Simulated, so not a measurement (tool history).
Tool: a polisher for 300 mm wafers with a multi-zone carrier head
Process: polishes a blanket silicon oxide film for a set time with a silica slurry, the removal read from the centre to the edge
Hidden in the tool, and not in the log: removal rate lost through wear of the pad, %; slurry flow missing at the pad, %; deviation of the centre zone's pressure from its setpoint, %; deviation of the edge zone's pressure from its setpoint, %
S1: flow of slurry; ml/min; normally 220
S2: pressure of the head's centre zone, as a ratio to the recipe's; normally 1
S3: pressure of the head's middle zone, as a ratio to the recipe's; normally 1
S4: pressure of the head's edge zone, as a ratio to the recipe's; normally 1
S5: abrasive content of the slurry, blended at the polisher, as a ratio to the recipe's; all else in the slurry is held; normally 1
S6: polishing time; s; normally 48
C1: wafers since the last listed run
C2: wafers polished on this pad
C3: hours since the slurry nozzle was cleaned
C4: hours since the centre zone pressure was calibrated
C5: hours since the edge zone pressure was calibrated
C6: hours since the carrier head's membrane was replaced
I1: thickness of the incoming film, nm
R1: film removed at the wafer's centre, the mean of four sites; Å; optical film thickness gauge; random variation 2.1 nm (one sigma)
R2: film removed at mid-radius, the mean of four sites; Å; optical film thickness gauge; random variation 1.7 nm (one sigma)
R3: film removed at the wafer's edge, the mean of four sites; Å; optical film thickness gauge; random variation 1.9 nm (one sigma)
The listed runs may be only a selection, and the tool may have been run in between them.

| run | hour | S1 | S2 | S3 | S4 | S5 | S6 | C1 | C2 | C3 | C4 | C5 | C6 | I1 | R1 | R2 | R3 |
|---|---|---|---|---|---|---|---|---|---|---|---|---|---|---|---|---|---|
| 1 | 0 | 220 | 0.92 | 1.06 | 1 | 1 | 48 | 0 | 715 | 300.8 | 21.4 | 562.3 | 119.6 | 1889.9 | 1349 | 1550 | 1448 |
| 2 | 65.2 | 220 | 0.92 | 1.06 | 1 | 1 | 48 | 632 | 1348 | 366 | 86.6 | 627.5 | 184.8 | 1912.7 | 1285 | 1543 | 1419 |
|  | 95 | edge zone pressure recalibrated |
| 3 | 129.6 | 220 | 1 | 1 | 1 | 1 | 48 | 605 | 1953 | 430.4 | 151 | 34.6 | 249.2 | 1871.8 | 1387 | 1452 | 1410 |
| 4 | 169.5 | 220 | 1 | 1 | 1 | 1 | 48 | 387 | 2340 | 470.3 | 190.9 | 74.5 | 289.1 | 1926.9 | 1367 | 1426 | 1401 |
| 5 | 204 | 220 | 1 | 1 | 1 | 1 | 48 | 334 | 2675 | 504.8 | 225.4 | 109 | 323.6 | 1900.9 | 1380 | 1418 | 1416 |
| 6 | 232.8 | 220 | 1 | 1 | 1 | 1 | 48 | 279 | 2954 | 533.6 | 254.2 | 137.8 | 352.4 | 1864.1 | 1370 | 1378 | 1376 |
|  | 239.6 | worn pad replaced by a new one, repeated, since the last time left the tool worse |
| 7 | 271.4 | 220 | 0.91 | 1.04 | 1.06 | 1 | 48 | 335 | 308 | 572.2 | 292.8 | 176.4 | 391 | 1863 | 1545 | 1746 | 1684 |
|  | 278.9 | centre zone pressure recalibrated |
| 8 | 313.8 | 220 | 1 | 0.92 | 1 | 1 | 39 | 391 | 700 | 614.6 | 34.9 | 218.8 | 433.4 | 1887.5 | 1322 | 1300 | 1349 |
| 9 | 381.1 | 220 | 1 | 1 | 1 | 1 | 48 | 652 | 1353 | 681.9 | 102.2 | 286.1 | 500.7 | 1924.2 | 1634 | 1646 | 1639 |
|  | 424.7 | slurry nozzle cleaned |
| 10 | 527.8 | 220 | 1 | 1 | 1 | 1 | 48 | 1413 | 2766 | 103.1 | 248.9 | 432.8 | 647.4 | 1905 | 1547 | 1593 | 1606 |
| 11 | 567.5 | 220 | 1 | 1 | 1 | 1 | 37 | 385 | 3151 | 142.8 | 288.6 | 472.5 | 687.1 | 1903.6 | 1204 | 1239 | 1207 |
|  | 635.8 | centre zone pressure recalibrated |
|  | 641.6 | worn pad replaced by a new one |
| 12 | 656.1 | 220 | 1 | 1 | 1 | 1 | 48 | 801 | 140 | 231.4 | 20.3 | 561.1 | 775.7 | 1921.9 | 1642 | 1719 | 1679 |
| 13 | 716.9 | 220 | 0.93 | 1.07 | 1 | 1.1 | 48 | 589 | 730 | 292.2 | 81.1 | 621.9 | 836.5 | 1910.2 | 1589 | 1838 | 1739 |
| 14 | 774.9 | 195 | 1 | 1 | 1 | 1 | 48 | 562 | 1293 | 350.2 | 139.1 | 679.9 | 894.5 | 1912.2 | 1560 | 1617 | 1618 |
| 15 | 821.1 | 220 | 1 | 1 | 1 | 1 | 48 | 448 | 1741 | 396.4 | 185.3 | 726.1 | 940.7 | 1901.5 | 1580 | 1630 | 1600 |
|  | 823.9 | edge zone pressure recalibrated |
| 16 | 852.8 | 220 | 1 | 0.97 | 1 | 1 | 63 | 288 | 2029 | 428.1 | 217 | 28.9 | 972.4 | 1897 | 2077 | 2112 | 2137 |
| 17 | 883.3 | 220 | 1 | 1.07 | 1.07 | 1.1 | 48 | 295 | 2325 | 458.6 | 247.5 | 59.4 | 1002.9 | 1889.2 | 1658 | 1835 | 1707 |
|  | 899.3 | carrier head's membrane replaced by a new one |
| 18 | 954.2 | 220 | 1 | 1 | 1 | 1 | 37 | 639 | 2964 | 529.5 | 318.4 | 130.3 | 54.9 | 1908.9 | 1211 | 1237 | 1210 |
| 19 | 984.2 | 280 | 1 | 1 | 1 | 1 | 59 | 291 | 3255 | 559.5 | 348.4 | 160.3 | 84.9 | 1917.5 | 1967 | 2015 | 1980 |
| 20 | 1026.2 | 190 | 1 | 1 | 1 | 0.9 | 48 | 407 | 3662 | 601.5 | 390.4 | 202.3 | 126.9 | 1874.6 | 1398 | 1455 | 1448 |
|  | 1031.7 | centre zone pressure recalibrated |
|  | 1038.9 | worn pad replaced by a new one |
| 21 | 1067.9 | 220 | 1 | 1 | 1 | 1 | 48 | 346 | 281 | 643.2 | 36.2 | 244 | 168.6 | 1900.6 | 1626 | 1694 | 1684 |
| 22 | 1102.5 | 220 | 1 | 0.93 | 1 | 1 | 41 | 335 | 616 | 677.8 | 70.8 | 278.6 | 203.2 | 1889.5 | 1416 | 1337 | 1416 |

Pick out some run-to-run changes in R1. Of each, how much would a tool without hidden state show as well, from the settings, what came in and chance, and how much is left for the hidden state and any gauge scatter not in both results compared?
Run 6 -> 7: S2 1 -> 0.91, S3 1 -> 1.04, S4 1 -> 1.06, worn pad replaced by a new one, repeated, since the last time left the tool worse. R1 +175 Å: hidden state +288, all else -113.
Run 18 -> 19: S1 220 -> 280, S6 37 -> 59. R1 +756 Å: hidden state -64, all else +820.
Run 19 -> 20: S1 280 -> 190, S5 1 -> 0.9, S6 59 -> 48. R1 -569 Å: hidden state +30, all else -599.
Run 20 -> 21: S1 190 -> 220, S5 0.9 -> 1, centre zone pressure recalibrated, worn pad replaced by a new one. R1 +228 Å: hidden state +100, all else +128.

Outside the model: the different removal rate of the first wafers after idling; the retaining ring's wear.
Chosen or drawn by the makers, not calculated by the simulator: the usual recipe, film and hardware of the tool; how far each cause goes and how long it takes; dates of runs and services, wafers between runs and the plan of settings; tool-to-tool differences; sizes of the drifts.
